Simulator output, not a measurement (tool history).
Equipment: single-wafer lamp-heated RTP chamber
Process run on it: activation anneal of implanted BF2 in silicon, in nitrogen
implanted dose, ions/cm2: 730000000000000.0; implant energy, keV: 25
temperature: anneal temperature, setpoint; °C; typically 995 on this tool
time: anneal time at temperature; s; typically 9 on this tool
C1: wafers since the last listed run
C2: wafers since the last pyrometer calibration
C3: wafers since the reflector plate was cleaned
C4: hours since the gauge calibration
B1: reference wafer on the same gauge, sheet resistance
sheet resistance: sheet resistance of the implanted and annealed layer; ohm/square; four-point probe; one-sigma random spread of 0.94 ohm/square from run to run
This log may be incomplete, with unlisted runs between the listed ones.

run 1 hour=0 | temperature=995 time=9 | C1=0 C2=3365 C3=2716 C4=487 | B1=234.69 | sheet_resistance=224.13
-- hour=42.6 reflector plate cleaned
run 2 hour=63.2 | temperature=995 time=9 | C1=1151 C2=4516 C3=430 C4=550.2 | B1=234.75 | sheet_resistance=224.13
run 3 hour=119 | temperature=995 time=9 | C1=1163 C2=5679 C3=1593 C4=606 | B1=235.13 | sheet_resistance=221.48
-- hour=160 pyrometer window cleaned and pyrometer calibrated
run 4 hour=206.7 | temperature=995 time=9 | C1=1662 C2=973 C3=3255 C4=693.7 | B1=235.13 | sheet_resistance=227.19
-- hour=225.2 reflector plate cleaned
run 5 hour=268 | temperature=995 time=9 | C1=1111 C2=2084 C3=893 C4=755 | B1=235.37 | sheet_resistance=227.32
run 6 hour=307.5 | temperature=995 time=9 | C1=823 C2=2908 C3=1717 C4=794.5 | B1=235.2 | sheet_resistance=225.85
run 7 hour=374.1 | temperature=995 time=9 | C1=1388 C2=4297 C3=3106 C4=861.1 | B1=235.29 | sheet_resistance=225.6
-- hour=427 reflector plate cleaned
run 8 hour=446 | temperature=1015 time=11 | C1=1332 C2=5629 C3=396 C4=933 | B1=234.92 | sheet_resistance=205.74
run 9 hour=495.8 | temperature=995 time=9 | C1=1038 C2=6668 C3=1434 C4=982.8 | B1=234.32 | sheet_resistance=218.66
-- hour=531.6 gauge calibrated
-- hour=552.4 pyrometer window cleaned and pyrometer calibrated
run 10 hour=552.9 | temperature=1011 time=12 | C1=1023 C2=11 C3=2458 C4=21.3 | B1=234.94 | sheet_resistance=212.29
run 11 hour=605 | temperature=1006 time=4 | C1=1086 C2=1097 C3=3544 C4=73.4 | B1=234.88 | sheet_resistance=227.64
-- hour=640.9 reflector plate cleaned
run 12 hour=772.9 | temperature=977 time=6 | C1=3334 C2=4432 C3=2753 C4=241.3 | B1=234.83 | sheet_resistance=245.25
-- hour=809.8 reflector plate cleaned
run 13 hour=832.1 | temperature=1024 time=13 | C1=1067 C2=5499 C3=463 C4=300.5 | B1=234.81 | sheet_resistance=199.24
run 14 hour=895.7 | temperature=974 time=13 | C1=1326 C2=6826 C3=1790 C4=364.1 | B1=235.28 | sheet_resistance=233.16
-- hour=933.9 pyrometer window cleaned and pyrometer calibrated
run 15 hour=959.2 | temperature=995 time=9 | C1=1157 C2=527 C3=2947 C4=427.6 | B1=235.02 | sheet_resistance=224.55

Each row is a separate what-if for the run after 15, all from the same tool condition, not one after another. Results?
run A hour=959.6 | temperature=1006 time=9 | C1=8 C2=536 C3=2955 C4=428 | B1=? | sheet_resistance=?
run B hour=959.6 | temperature=1025 time=7 | C1=8 C2=536 C3=2955 C4=428 | B1=? | sheet_resistance=?
run C hour=959.6 | temperature=995 time=11 | C1=8 C2=536 C3=2955 C4=428 | B1=? | sheet_resistance=?
run D hour=959.6 | temperature=972 time=5 | C1=8 C2=536 C3=2955 C4=428 | B1=? | sheet_resistance=?
run E hour=959.6 | temperature=971 time=9 | C1=8 C2=536 C3=2955 C4=428 | B1=? | sheet_resistance=?

run=A B1=235.1 sheet_resistance=216.32
run=B B1=235.1 sheet_resistance=207.7
run=C B1=235.1 sheet_resistance=222.09
run=D B1=235.1 sheet_resistance=253.28
run=E B1=235.1 sheet_resistance=248.63
Had the tool no hidden state, the same runs would have come out as:
run=A sheet_resistance=217.97
run=B sheet_resistance=208.98
run=C sheet_resistance=224.08
run=D sheet_resistance=255.94
run=E sheet_resistance=251.43
